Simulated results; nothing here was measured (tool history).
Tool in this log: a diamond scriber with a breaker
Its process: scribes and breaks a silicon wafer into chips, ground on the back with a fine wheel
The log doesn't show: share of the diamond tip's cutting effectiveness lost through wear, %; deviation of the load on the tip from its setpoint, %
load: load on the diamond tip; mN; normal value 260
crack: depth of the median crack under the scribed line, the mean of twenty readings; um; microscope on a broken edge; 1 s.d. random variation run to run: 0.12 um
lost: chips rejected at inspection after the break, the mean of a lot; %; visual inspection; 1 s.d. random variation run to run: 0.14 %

run   hour  load  wafers since the last listed run  hours since the diamond tip was replaced  hours since the load on the tip was calibrated  incoming depth of the damage left on the back of the incoming wafer, um  crack  lost
  1    0.0   260                                 0                                     314.3                                           867.1                                                                     2.41  11.55  4.36
  2    7.1   260                                18                                     321.4                                           874.2                                                                     2.01  11.50  3.77
  3   16.8   260                                25                                     331.1                                           883.9                                                                     2.08  11.34  4.10
  4   24.0   260                                18                                     338.3                                           891.1                                                                     2.07  11.48  4.63
  5   39.0   260                                38                                     353.3                                           906.1                                                                     2.37  11.41  4.96
  6   45.2   260                                15                                     359.5                                           912.3                                                                     2.37  11.49  4.92
  7   53.5   260                                21                                     367.8                                           920.6                                                                     2.25  11.36  4.96
      57.8  -- diamond tip replaced by a new one
  8   66.3   260                                27                                       8.5                                           933.4                                                                     2.94  12.83  2.59
  9   78.1   260                                30                                      20.3                                           945.2                                                                     2.36  12.63  1.83
 10   89.5   330                                29                                      31.7                                           956.6                                                                     1.75  13.54  1.78
      92.7  -- load on the tip recalibrated
 11  105.8   289                                36                                      48.0                                            13.1                                                                     1.55  12.93  1.25
 12  117.0   209                                28                                      59.2                                            24.3                                                                     2.97  11.62  4.87
 13  133.5   297                                42                                      75.7                                            40.8                                                                     2.79  12.89  2.41
 14  141.3   260                                20                                      83.5                                            48.6                                                                     2.62  12.28  2.48
 15  154.7   318                                34                                      96.9                                            62.0                                                                     1.74  13.13  1.49
 16  167.5   315                                33                                     109.7                                            74.8                                                                     2.86  13.17  2.37

Alternative continuations, all from the tool just after run 16; predict every row:
  A  168.0   231                                 1                                     110.2                                            75.3                                                                     2.87      ?     ?
  B  168.0   233                                 1                                     110.2                                            75.3                                                                     2.87      ?     ?
  C  168.0   290                                 1                                     110.2                                            75.3                                                                     2.87      ?     ?
  D  168.0   323                                 1                                     110.2                                            75.3                                                                     2.87      ?     ?
  E  168.0   337                                 1                                     110.2                                            75.3                                                                     2.87      ?     ?

run  crack  lost
  A  11.73  4.30
  B  11.77  4.20
  C  12.66  2.59
  D  13.16  2.50
  E  13.37  2.61
Take away the tool's hidden state, keep each run's random variation, and the runs would have read:
run  crack  lost
  A  12.36  2.90
  B  12.40  2.86
  C  13.33  2.59
  D  13.86  3.21
  E  14.08  3.62

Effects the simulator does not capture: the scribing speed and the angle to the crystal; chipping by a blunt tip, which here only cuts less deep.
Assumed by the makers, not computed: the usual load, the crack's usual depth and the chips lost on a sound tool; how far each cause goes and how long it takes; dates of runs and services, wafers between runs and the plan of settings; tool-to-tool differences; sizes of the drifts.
